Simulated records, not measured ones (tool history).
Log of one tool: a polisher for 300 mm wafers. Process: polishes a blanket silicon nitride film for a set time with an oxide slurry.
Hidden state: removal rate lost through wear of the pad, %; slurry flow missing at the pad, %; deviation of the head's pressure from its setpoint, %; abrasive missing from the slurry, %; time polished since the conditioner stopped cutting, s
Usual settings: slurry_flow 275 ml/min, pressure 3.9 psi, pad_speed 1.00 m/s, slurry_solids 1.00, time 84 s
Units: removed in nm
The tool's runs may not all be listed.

run,day,slurry_flow,pressure,pad_speed,slurry_solids,time,wafers since the last listed run,wafers polished on this pad,hours since the slurry nozzle was cleaned,hours since the head pressure was calibrated,hours since the slurry blender was calibrated,hours since the conditioning disc was replaced,"incoming thickness of the incoming film, nm",removed
1,0.000,275,3.9,1.00,1.00,84,0,206,51.6,78.6,385.3,138.2,427.6,59.6
2,0.279,275,3.9,1.00,1.00,84,67,274,58.3,85.3,392.0,144.9,424.1,60.6
3,0.579,275,3.9,1.00,1.00,84,72,347,65.5,92.5,399.2,152.1,421.1,59.5
4,1.146,275,3.9,1.00,1.00,84,137,484,79.1,106.1,412.8,165.7,420.0,60.3
5,1.412,185,3.9,1.00,1.00,84,64,549,85.5,112.5,419.2,172.1,414.5,57.0
6,1.846,275,3.9,1.22,1.00,74,105,655,95.9,122.9,429.6,182.5,418.5,58.8
# day 2.429: conditioning disc replaced and pad reconditioned
7,2.450,275,3.9,1.00,1.00,84,126,781,110.4,137.4,444.1,0.5,416.7,67.9
8,2.758,250,3.9,1.00,1.00,84,74,856,117.8,144.8,451.5,7.9,423.7,63.3
9,3.267,275,2.9,1.00,1.25,84,123,980,130.0,157.0,463.7,20.1,417.9,56.8
# day 3.700: worn pad replaced by a new one
10,3.721,350,3.9,1.00,1.00,84,69,5,140.9,167.9,474.6,31.0,416.6,64.5
11,4.092,205,2.6,1.00,1.00,84,90,95,149.8,176.8,483.5,39.9,420.0,40.9
# day 4.350: slurry blender recalibrated
12,4.658,275,3.9,1.00,0.80,84,117,213,163.4,190.4,7.4,53.5,421.6,50.9
13,5.396,275,3.9,1.00,1.00,84,179,392,181.1,208.1,25.1,71.2,419.0,59.6
14,5.946,250,3.9,1.00,1.00,84,133,526,194.3,221.3,38.3,84.4,422.1,60.7
15,6.229,200,3.0,1.00,1.00,84,68,595,201.1,228.1,45.1,91.2,425.6,45.1
16,6.929,275,3.4,1.00,1.10,84,170,765,217.9,244.9,61.9,108.0,425.2,56.3
17,7.338,275,3.9,1.26,0.80,92,99,864,227.7,254.7,71.7,117.8,425.5,60.0
18,7.838,200,3.9,1.00,1.00,93,121,986,239.7,266.7,83.7,129.8,424.1,62.8
# day 8.204: worn pad replaced by a new one
19,8.225,275,3.9,1.00,1.00,84,53,4,249.0,276.0,93.0,139.1,416.5,59.4
20,8.404,275,3.9,1.00,1.00,84,43,48,253.3,280.3,97.3,143.4,414.6,57.9
21,9.146,275,3.9,1.00,1.00,84,180,228,271.1,298.1,115.1,161.2,413.9,59.1
22,9.696,275,2.6,1.00,1.00,57,133,362,284.3,311.3,128.3,174.4,415.8,27.7
23,10.062,275,3.9,1.00,1.00,84,89,451,293.1,320.1,137.1,183.2,413.9,59.8
24,10.421,275,3.9,1.12,1.00,84,87,538,301.7,328.7,145.7,191.8,425.0,63.0
25,10.688,230,2.6,1.00,1.00,84,64,603,308.1,335.1,152.1,198.2,419.2,39.4
# day 10.812: conditioning disc replaced and pad reconditioned
26,11.421,275,3.9,1.00,1.00,84,158,761,325.7,352.7,169.7,14.6,421.1,66.5
27,11.775,275,3.9,1.00,1.00,58,86,847,334.2,361.2,178.2,23.1,416.9,44.5

Forecast each of these 3 alternatives for the next run:
A,11.796,275,3.9,1.00,1.00,84,5,852,334.7,361.7,178.7,23.6,426.9,?
B,11.796,185,3.4,1.24,1.00,107,5,852,334.7,361.7,178.7,23.6,426.9,?
C,11.796,325,3.9,0.78,1.00,84,5,852,334.7,361.7,178.7,23.6,426.9,?

run,removed
A,66.0
B,80.9
C,56.8
Without the tool's hidden state the same runs would have given:
run,removed
A,69.2
B,85.0
C,59.0
